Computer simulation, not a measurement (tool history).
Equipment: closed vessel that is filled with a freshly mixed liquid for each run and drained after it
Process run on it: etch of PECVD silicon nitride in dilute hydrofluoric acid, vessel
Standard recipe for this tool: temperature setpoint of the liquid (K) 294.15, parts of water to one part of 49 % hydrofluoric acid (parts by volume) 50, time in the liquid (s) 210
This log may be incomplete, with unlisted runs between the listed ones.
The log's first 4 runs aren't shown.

run	hour	temperature setpoint of the liquid (K)	parts of water to one part of 49 % hydrofluoric acid (parts by volume)	time in the liquid (s)	read-back film thickness of the PECVD silicon nitride reference wafer, read on the same gauge (nm)	thickness taken off the PECVD silicon nitride on a monitor wafer (angstrom)
5	54.9	294.15	50	210	49.99	159.0
6	69.5	294.15	50	210	49.98	159.4
7	84.3	294.15	50	210	50.02	162.7
8	95.3	294.15	50	210	49.97	164.2
9	107.7	294.15	50	210	49.98	161.1
10	124.5	294.15	60	210	50.00	135.3
11	131.9	294.15	50	245	49.99	185.8
12	145.6	294.15	50	210	50.03	162.0
13	152.2	294.15	50	210	49.95	160.9
14	168.2	294.15	70	210	50.00	115.1
# hour 177.3: hydrofluoric acid flow meter replaced
15	179.8	290.15	50	210	49.94	123.0
16	231.7	295.65	50	85	49.98	71.9
17	242.6	298.65	60	310	49.99	268.1
# hour 269.9: gauge calibrated
# hour 274.0: thermometer replaced
18	295.9	294.15	75	210	50.01	109.4

Forecast run 19:
19	302.7	291.15	40	210	?	?

Run 19 came out at read-back film thickness of the PECVD silicon nitride reference wafer, read on the same gauge (nm) 50.02, thickness taken off the PECVD silicon nitride on a monitor wafer (angstrom) 160.4.
Without the tool's hidden state the same run would have given thickness taken off the PECVD silicon nitride on a monitor wafer (angstrom) 160.4.
